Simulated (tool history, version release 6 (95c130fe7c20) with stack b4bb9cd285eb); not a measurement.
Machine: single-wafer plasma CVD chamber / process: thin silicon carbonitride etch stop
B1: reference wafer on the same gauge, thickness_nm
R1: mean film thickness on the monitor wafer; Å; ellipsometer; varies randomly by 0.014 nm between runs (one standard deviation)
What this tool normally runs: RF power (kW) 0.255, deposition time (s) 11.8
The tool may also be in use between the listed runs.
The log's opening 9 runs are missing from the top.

run 10 day=20.996 | RF_power_(kW)=0.285 deposition_time_(s)=11.8 | B1=6.132 | R1=69.78
run 11 day=23.229 | RF_power_(kW)=0.255 deposition_time_(s)=11.8 | B1=6.131 | R1=66.72
run 12 day=26.033 | RF_power_(kW)=0.255 deposition_time_(s)=12.6 | B1=6.133 | R1=71.57
run 13 day=28.933 | RF_power_(kW)=0.255 deposition_time_(s)=12.6 | B1=6.129 | R1=71.32
-- day=30.371 RF generator calibrated
run 14 day=30.650 | RF_power_(kW)=0.255 deposition_time_(s)=11.8 | B1=6.132 | R1=67.54
run 15 day=33.600 | RF_power_(kW)=0.255 deposition_time_(s)=11.8 | B1=6.130 | R1=67.44
run 16 day=35.533 | RF_power_(kW)=0.280 deposition_time_(s)=9.7 | B1=6.127 | R1=57.59
run 17 day=37.821 | RF_power_(kW)=0.255 deposition_time_(s)=11.8 | B1=6.129 | R1=67.28
run 18 day=40.217 | RF_power_(kW)=0.255 deposition_time_(s)=11.8 | B1=6.128 | R1=67.35
-- day=42.808 gauge calibrated
run 19 day=43.171 | RF_power_(kW)=0.210 deposition_time_(s)=10.1 | B1=6.130 | R1=52.92
run 20 day=44.704 | RF_power_(kW)=0.255 deposition_time_(s)=11.8 | B1=6.128 | R1=67.18
run 21 day=45.746 | RF_power_(kW)=0.255 deposition_time_(s)=11.8 | B1=6.131 | R1=67.29
run 22 day=47.250 | RF_power_(kW)=0.205 deposition_time_(s)=13.2 | B1=6.128 | R1=68.44
run 23 day=48.454 | RF_power_(kW)=0.220 deposition_time_(s)=12.7 | B1=6.130 | R1=68.03
run 24 day=50.471 | RF_power_(kW)=0.280 deposition_time_(s)=10.7 | B1=6.130 | R1=63.27
-- day=52.662 thermocouple changed; heater temperature recalibrated
-- day=57.296 showerhead replaced
run 25 day=58.725 | RF_power_(kW)=0.270 deposition_time_(s)=10.3 | B1=6.129 | R1=60.02
run 26 day=61.408 | RF_power_(kW)=0.255 deposition_time_(s)=9.7 | B1=6.133 | R1=55.24
run 27 day=63.342 | RF_power_(kW)=0.285 deposition_time_(s)=10.2 | B1=6.132 | R1=60.43
run 28 day=65.883 | RF_power_(kW)=0.255 deposition_time_(s)=13.0 | B1=6.133 | R1=73.75
run 29 day=67.404 | RF_power_(kW)=0.255 deposition_time_(s)=12.6 | B1=6.131 | R1=71.48
run 30 day=70.162 | RF_power_(kW)=0.235 deposition_time_(s)=11.8 | B1=6.126 | R1=64.65
run 31 day=72.521 | RF_power_(kW)=0.230 deposition_time_(s)=12.6 | B1=6.131 | R1=68.43

Each row is a separate what-if for the run after 31, all from the same tool condition, not one after another. Results?
run A day=72.538 | RF_power_(kW)=0.220 deposition_time_(s)=11.8 | B1=? | R1=?
run B day=72.538 | RF_power_(kW)=0.285 deposition_time_(s)=10.8 | B1=? | R1=?
run C day=72.538 | RF_power_(kW)=0.205 deposition_time_(s)=9.5 | B1=? | R1=?

run=A B1=6.131 R1=62.97
run=B B1=6.131 R1=64.09
run=C B1=6.131 R1=49.15
With the hidden condition removed and each run's random variation left untouched, the same runs would have given:
run=A R1=63.71
run=B R1=64.85
run=C R1=49.73
